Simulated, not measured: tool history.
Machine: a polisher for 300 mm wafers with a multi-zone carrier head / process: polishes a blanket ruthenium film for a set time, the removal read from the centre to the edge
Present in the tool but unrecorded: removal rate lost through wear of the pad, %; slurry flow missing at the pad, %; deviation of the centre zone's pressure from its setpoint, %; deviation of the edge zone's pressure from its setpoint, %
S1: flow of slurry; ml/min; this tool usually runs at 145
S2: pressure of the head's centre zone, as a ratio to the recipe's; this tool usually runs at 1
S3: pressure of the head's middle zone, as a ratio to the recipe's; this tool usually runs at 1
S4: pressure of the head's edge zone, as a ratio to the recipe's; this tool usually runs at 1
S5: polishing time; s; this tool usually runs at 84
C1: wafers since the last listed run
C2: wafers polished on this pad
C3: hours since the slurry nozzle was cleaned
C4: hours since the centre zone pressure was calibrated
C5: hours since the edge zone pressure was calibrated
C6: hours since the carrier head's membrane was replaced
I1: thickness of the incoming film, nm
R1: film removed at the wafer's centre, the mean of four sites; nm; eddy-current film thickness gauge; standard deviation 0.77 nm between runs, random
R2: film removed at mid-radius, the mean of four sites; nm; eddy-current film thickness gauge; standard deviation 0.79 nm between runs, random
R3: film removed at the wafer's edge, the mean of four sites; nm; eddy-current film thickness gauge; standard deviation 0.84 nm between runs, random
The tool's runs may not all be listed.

| run | hour | S1 | S2 | S3 | S4 | S5 | C1 | C2 | C3 | C4 | C5 | C6 | I1 | R1 | R2 | R3 |
|---|---|---|---|---|---|---|---|---|---|---|---|---|---|---|---|---|
| 1 | 0 | 145 | 1 | 1 | 1 | 104 | 0 | 985 | 43.4 | 456.9 | 500.4 | 60.2 | 626.5 | 125.4 | 122.7 | 118.6 |
| 2 | 56.4 | 145 | 1 | 1 | 1 | 84 | 508 | 1493 | 99.8 | 513.3 | 556.8 | 116.6 | 639.3 | 103.2 | 98.1 | 96.2 |
|  | 83.7 | centre zone pressure recalibrated |
| 3 | 140.9 | 145 | 1 | 1 | 1 | 84 | 744 | 2238 | 184.3 | 57.2 | 641.3 | 201.1 | 618 | 86.9 | 98.8 | 96.7 |
|  | 155.3 | worn pad replaced by a new one |
|  | 229.8 | slurry nozzle cleaned |
|  | 236.9 | edge zone pressure recalibrated |
| 4 | 237.4 | 145 | 1 | 1 | 1 | 84 | 807 | 714 | 7.6 | 153.7 | 0.5 | 297.6 | 620.8 | 87.2 | 99.8 | 95.9 |
| 5 | 252.5 | 145 | 1 | 1 | 1.08 | 84 | 136 | 850 | 22.7 | 168.8 | 15.6 | 312.7 | 625.2 | 87.8 | 98.4 | 99 |
|  | 271.1 | centre zone pressure recalibrated, repeated, since the last time left the tool worse |
| 6 | 271.6 | 145 | 1 | 1 | 1.11 | 84 | 154 | 1004 | 41.8 | 0.5 | 34.7 | 331.8 | 631.3 | 97.7 | 99.1 | 102.5 |
| 7 | 282.7 | 145 | 1 | 0.92 | 1.05 | 61 | 100 | 1104 | 52.9 | 11.6 | 45.8 | 342.9 | 641.5 | 70.9 | 67.5 | 72.3 |
| 8 | 301 | 145 | 1 | 1 | 1 | 84 | 165 | 1270 | 71.2 | 29.9 | 64.1 | 361.2 | 622.2 | 97.3 | 98 | 96.8 |
| 9 | 321.3 | 145 | 1 | 0.93 | 1 | 84 | 183 | 1453 | 91.5 | 50.2 | 84.4 | 381.5 | 628.9 | 98.7 | 92.9 | 96.5 |
| 10 | 345.3 | 145 | 1 | 1 | 1 | 84 | 216 | 1669 | 115.5 | 74.2 | 108.4 | 405.5 | 628.6 | 97.6 | 97.3 | 95.6 |
|  | 376 | worn pad replaced by a new one |
| 11 | 381 | 190 | 0.93 | 1 | 0.95 | 84 | 286 | 45 | 151.2 | 109.9 | 144.1 | 441.2 | 637.2 | 93.9 | 101.8 | 94.9 |
| 12 | 403.9 | 170 | 1 | 1 | 0.91 | 84 | 206 | 252 | 174.1 | 132.8 | 167 | 464.1 | 639.5 | 99.5 | 99.8 | 93.5 |
| 13 | 421 | 110 | 1.09 | 1.06 | 1 | 93 | 154 | 406 | 191.2 | 149.9 | 184.1 | 481.2 | 617.2 | 115.2 | 111.7 | 105.7 |
| 14 | 451.1 | 145 | 1 | 1 | 1 | 84 | 271 | 678 | 221.3 | 180 | 214.2 | 511.3 | 637.8 | 98.2 | 99.2 | 97.7 |
| 15 | 470.3 | 145 | 1.1 | 1 | 0.9 | 84 | 173 | 851 | 240.5 | 199.2 | 233.4 | 530.5 | 639.6 | 108.6 | 98.1 | 91.8 |
| 16 | 502 | 145 | 1 | 1 | 1 | 84 | 286 | 1137 | 272.2 | 230.9 | 265.1 | 562.2 | 627.3 | 99 | 98.4 | 96.3 |
|  | 509.7 | slurry nozzle cleaned |
| 17 | 516.4 | 145 | 1.04 | 1 | 1 | 84 | 120 | 1258 | 6.7 | 245.3 | 279.5 | 576.6 | 620.5 | 102.4 | 98.6 | 96.6 |

Run 18 is up next; what results do you expect?
| 18 | 550.3 | 145 | 1 | 1 | 1 | 84 | 305 | 1564 | 40.6 | 279.2 | 313.4 | 610.5 | 629.1 | ? | ? | ? |

For run 18 the tool returned R1 99.7 nm, R2 99 nm, R3 96.3 nm.
With the hidden condition absent and the run-to-run variation left alone, this run would have shown R1 98.1 nm, R2 99 nm, R3 96.3 nm.
